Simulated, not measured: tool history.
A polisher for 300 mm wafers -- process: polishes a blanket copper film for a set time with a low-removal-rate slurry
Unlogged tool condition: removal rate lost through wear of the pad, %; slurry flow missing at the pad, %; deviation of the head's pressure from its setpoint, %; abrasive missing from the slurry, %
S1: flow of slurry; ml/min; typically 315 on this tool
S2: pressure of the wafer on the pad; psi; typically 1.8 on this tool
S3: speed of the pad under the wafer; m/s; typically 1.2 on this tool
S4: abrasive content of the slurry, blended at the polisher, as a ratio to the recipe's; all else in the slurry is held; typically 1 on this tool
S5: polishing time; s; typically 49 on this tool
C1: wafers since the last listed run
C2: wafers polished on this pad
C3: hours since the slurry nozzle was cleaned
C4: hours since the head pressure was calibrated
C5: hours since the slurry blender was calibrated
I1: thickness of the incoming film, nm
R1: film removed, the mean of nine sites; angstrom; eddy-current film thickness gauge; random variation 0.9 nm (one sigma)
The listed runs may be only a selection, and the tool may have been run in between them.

run	hour	S1	S2	S3	S4	S5	C1	C2	C3	C4	C5	I1	R1
1	0	315	2.1	1.2	1	49	0	218	510.7	1060.7	8.4	997.3	1185
2	19.4	315	1.8	1.2	1	39	242	461	530.1	1080.1	27.8	1007.6	813
3	49.6	315	1.8	1.2	1	39	378	839	560.3	1110.3	58	995.7	803
4	65.6	315	1.8	1.2	1	39	200	1040	576.3	1126.3	74	1013.9	781
# hour 80.2: worn pad replaced by a new one
5	91.7	315	1.8	1.2	1	49	276	144	602.4	1152.4	100.1	1006.3	998
6	122.4	315	1.8	1.2	1	49	384	528	633.1	1183.1	130.8	1007.3	973
# hour 146.4: slurry blender recalibrated
7	156.9	315	1.8	1.2	1	49	406	935	667.6	1217.6	10.5	1011.4	1003
# hour 160: slurry nozzle cleaned
8	184.7	315	1.8	1.2	1	49	335	1271	24.7	1245.4	38.3	1008.5	1011
# hour 199.8: worn pad replaced by a new one, of another model than before
9	214.8	315	1.8	1.2	1	49	326	188	54.8	1275.5	68.4	997.9	1011
# hour 224.8: head pressure recalibrated
10	234.7	245	2.4	1.2	0.75	49	224	412	74.7	9.9	88.3	1001.3	1129
11	249	265	2.1	1.2	1	49	179	591	89	24.2	102.6	1019.6	1080
12	274.1	315	1.8	1.2	1	49	314	905	114.1	49.3	127.7	994	986
# hour 293.6: slurry blender recalibrated
# hour 304.3: worn pad replaced by a new one
13	304.8	315	1.8	0.92	0.85	49	309	6	144.8	80	11.2	1014.6	839
14	320.9	345	1.8	1.32	1	49	201	208	160.9	96.1	27.3	1007.5	1090
15	342.7	265	2.1	1.2	1	49	272	481	182.7	117.9	49.1	998.6	1084
16	404	255	1.8	1.2	1	49	767	1248	244	179.2	110.4	1016.8	964
# hour 425.5: worn pad replaced by a new one
17	431.8	315	2.4	1.2	1	49	298	78	271.8	207	138.2	994.6	1141
18	444.1	345	1.8	1.32	1	49	154	232	284.1	219.3	150.5	1000.1	1026
# hour 448.1: slurry blender recalibrated
19	463.2	415	2.2	1.2	0.8	61	214	446	303.2	238.4	15.1	1030.1	1414

3 options for the next run, each taken on its own from the tool as it stands now. Forecast them:
A	463.6	315	1.8	1.2	1	49	5	451	303.6	238.8	15.5	1008.4	?
B	463.6	315	1.4	1.44	1	59	5	451	303.6	238.8	15.5	1008.4	?
C	463.6	380	1.8	1.2	1	34	5	451	303.6	238.8	15.5	1008.4	?

run	R1
A	1015
B	1211
C	712
Without the tool's hidden state the same runs would have given:
run	R1
A	1017
B	1214
C	714
